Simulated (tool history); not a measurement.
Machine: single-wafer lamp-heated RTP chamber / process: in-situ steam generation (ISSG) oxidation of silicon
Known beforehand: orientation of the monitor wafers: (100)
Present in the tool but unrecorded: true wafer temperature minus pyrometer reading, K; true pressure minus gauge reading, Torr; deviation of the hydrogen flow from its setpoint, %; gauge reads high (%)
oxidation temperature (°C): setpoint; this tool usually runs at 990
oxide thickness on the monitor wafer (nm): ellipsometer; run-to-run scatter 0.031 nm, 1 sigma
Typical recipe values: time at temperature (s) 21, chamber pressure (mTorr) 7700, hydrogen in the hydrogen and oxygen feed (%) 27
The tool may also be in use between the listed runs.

| run | hour | oxidation temperature (°C) | time at temperature (s) | chamber pressure (mTorr) | hydrogen in the hydrogen and oxygen feed (%) | wafers since the last listed run | wafers since the last pyrometer calibration | hours since the pressure gauge was zeroed | hours since the hydrogen flow controller was replaced | hours since the gauge calibration | read-back reference wafer on the same gauge, thickness | oxide thickness on the monitor wafer (nm) |
|---|---|---|---|---|---|---|---|---|---|---|---|---|
| 1 | 0 | 990 | 21 | 7700 | 27 | 0 | 5538 | 4092.5 | 4191.3 | 292.1 | 6.22 | 5.462 |
| 2 | 11.4 | 990 | 21 | 7700 | 27 | 103 | 5641 | 4103.9 | 4202.7 | 303.5 | 6.22 | 5.461 |
| 3 | 25.4 | 975 | 21 | 7700 | 27 | 126 | 5768 | 4117.9 | 4216.7 | 317.5 | 6.219 | 5.136 |
|  | 36.7 | gauge calibrated |
| 4 | 41.8 | 975 | 21 | 7700 | 27 | 148 | 5917 | 4134.3 | 4233.1 | 5.1 | 6.217 | 5.116 |
| 5 | 55.8 | 990 | 24 | 7700 | 27 | 126 | 6044 | 4148.3 | 4247.1 | 19.1 | 6.226 | 5.851 |
| 6 | 68.6 | 990 | 21 | 8600 | 27 | 116 | 6160 | 4161.1 | 4259.9 | 31.9 | 6.221 | 5.48 |
|  | 87.2 | hydrogen flow controller replaced |
| 7 | 87.7 | 990 | 21 | 7700 | 27 | 100 | 6260 | 4180.2 | 0.5 | 51 | 6.222 | 5.523 |
| 8 | 94 | 990 | 21 | 7700 | 27 | 57 | 6318 | 4186.5 | 6.8 | 57.3 | 6.217 | 5.464 |
| 9 | 100.8 | 990 | 21 | 7700 | 27 | 61 | 6379 | 4193.3 | 13.6 | 64.1 | 6.217 | 5.535 |
| 10 | 109.7 | 990 | 21 | 7700 | 27 | 80 | 6460 | 4202.2 | 22.5 | 73 | 6.221 | 5.496 |
| 11 | 126.5 | 990 | 21 | 7700 | 27 | 152 | 6612 | 4219 | 39.3 | 89.8 | 6.221 | 5.497 |
| 12 | 144.1 | 990 | 21 | 7700 | 27 | 159 | 6772 | 4236.6 | 56.9 | 107.4 | 6.219 | 5.562 |
| 13 | 151.4 | 990 | 21 | 9000 | 32 | 66 | 6838 | 4243.9 | 64.2 | 114.7 | 6.224 | 5.709 |
| 14 | 168.7 | 1006 | 21 | 7700 | 22 | 156 | 6995 | 4261.2 | 81.5 | 132 | 6.224 | 5.705 |
| 15 | 180 | 1000 | 24 | 8300 | 20 | 102 | 7098 | 4272.5 | 92.8 | 143.3 | 6.22 | 5.745 |
| 16 | 191.4 | 990 | 21 | 7700 | 27 | 103 | 7201 | 4283.9 | 104.2 | 154.7 | 6.217 | 5.57 |
| 17 | 197.7 | 1010 | 15 | 7700 | 27 | 57 | 7258 | 4290.2 | 110.5 | 161 | 6.229 | 5.204 |
|  | 218.1 | pressure gauge zeroed |
|  | 239 | pyrometer window cleaned and pyrometer calibrated |
| 18 | 244.3 | 975 | 24 | 7300 | 20 | 277 | 48 | 26.2 | 157.1 | 207.6 | 6.222 | 4.939 |
| 19 | 253.4 | 974 | 21 | 7700 | 27 | 82 | 130 | 35.3 | 166.2 | 216.7 | 6.217 | 5.022 |
| 20 | 260.2 | 981 | 16 | 6900 | 21 | 61 | 192 | 42.1 | 173 | 223.5 | 6.22 | 4.284 |
| 21 | 271.4 | 990 | 29 | 6900 | 27 | 101 | 293 | 53.3 | 184.2 | 234.7 | 6.224 | 6.229 |

Predict the results of run 22:
| 22 | 283.5 | 990 | 21 | 7700 | 27 | 109 | 403 | 65.4 | 196.3 | 246.8 | ? | ? |

{"run 22": {"read-back reference wafer on the same gauge, thickness": 6.217, "oxide thickness on the monitor wafer (nm)": 5.317}}
Without the tool's hidden state the same run would have given oxide thickness on the monitor wafer (nm) 5.295.
